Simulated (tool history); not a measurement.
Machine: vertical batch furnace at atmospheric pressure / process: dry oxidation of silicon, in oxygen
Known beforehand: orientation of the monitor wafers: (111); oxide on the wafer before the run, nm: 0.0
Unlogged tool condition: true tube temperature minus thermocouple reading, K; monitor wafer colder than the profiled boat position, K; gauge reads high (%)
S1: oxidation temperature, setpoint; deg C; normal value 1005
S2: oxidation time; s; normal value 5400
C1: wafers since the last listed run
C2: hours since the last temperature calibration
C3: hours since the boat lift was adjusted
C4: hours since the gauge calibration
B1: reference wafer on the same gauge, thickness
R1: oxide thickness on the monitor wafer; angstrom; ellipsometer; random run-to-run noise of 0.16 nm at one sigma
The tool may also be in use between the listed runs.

run,day,S1,S2,C1,C2,C3,C4,B1,R1
1,0,1005,5400,0,2175.5,3803.2,176.1,102.74,949.7
2,0.317,1005,3390,83,2183.1,3810.8,183.7,102.68,699
3,1.067,1005,3390,198,2201.1,3828.8,201.7,102.69,700.6
4,3.117,1005,5400,541,2250.3,3878,250.9,102.69,947.4
5,4.588,1005,5400,388,2285.6,3913.3,286.2,102.68,947.7
6,5.342,1005,5400,199,2303.7,3931.4,304.3,102.78,948.2
7,5.892,1005,5400,145,2316.9,3944.6,317.5,102.68,945.5
8,6.579,1005,5400,181,2333.4,3961.1,334,102.69,946.5
9,7.338,1005,5400,200,2351.6,3979.3,352.2,102.67,949
10,7.658,1005,5400,84,2359.3,3987,359.9,102.75,945.4
# day 8.808: boat lift adjusted
11,8.829,1005,5400,45,2387.4,0.5,388,102.59,946.9
12,9.042,1005,5400,56,2392.5,5.6,393.1,102.71,947.6
13,9.254,1005,4200,56,2397.6,10.7,398.2,102.71,805.7
14,9.796,1005,4200,143,2410.6,23.7,411.2,102.75,804.8
# day 10.154: gauge calibrated
15,10.508,1005,4200,188,2427.7,40.8,8.5,102.6,803.9
16,11.075,1005,4500,149,2441.3,54.4,22.1,102.73,842
# day 12.4: thermocouples replaced and temperature profile calibrated
17,12.421,1005,5400,91,0.5,86.7,54.4,102.78,912.3
18,12.633,995,4140,56,5.6,91.8,59.5,102.75,712.7
19,12.846,1005,5400,56,10.7,96.9,64.6,102.69,908.8

Run 20 has not been measured yet. What should we expect?
20,13.083,1020,6450,62,16.4,102.6,70.3,?,?

{"run 20": {"B1": 102.73, "R1": 1139.5}}
The same run, on a tool lacking any hidden state, would have yielded R1 1135.8 angstrom.
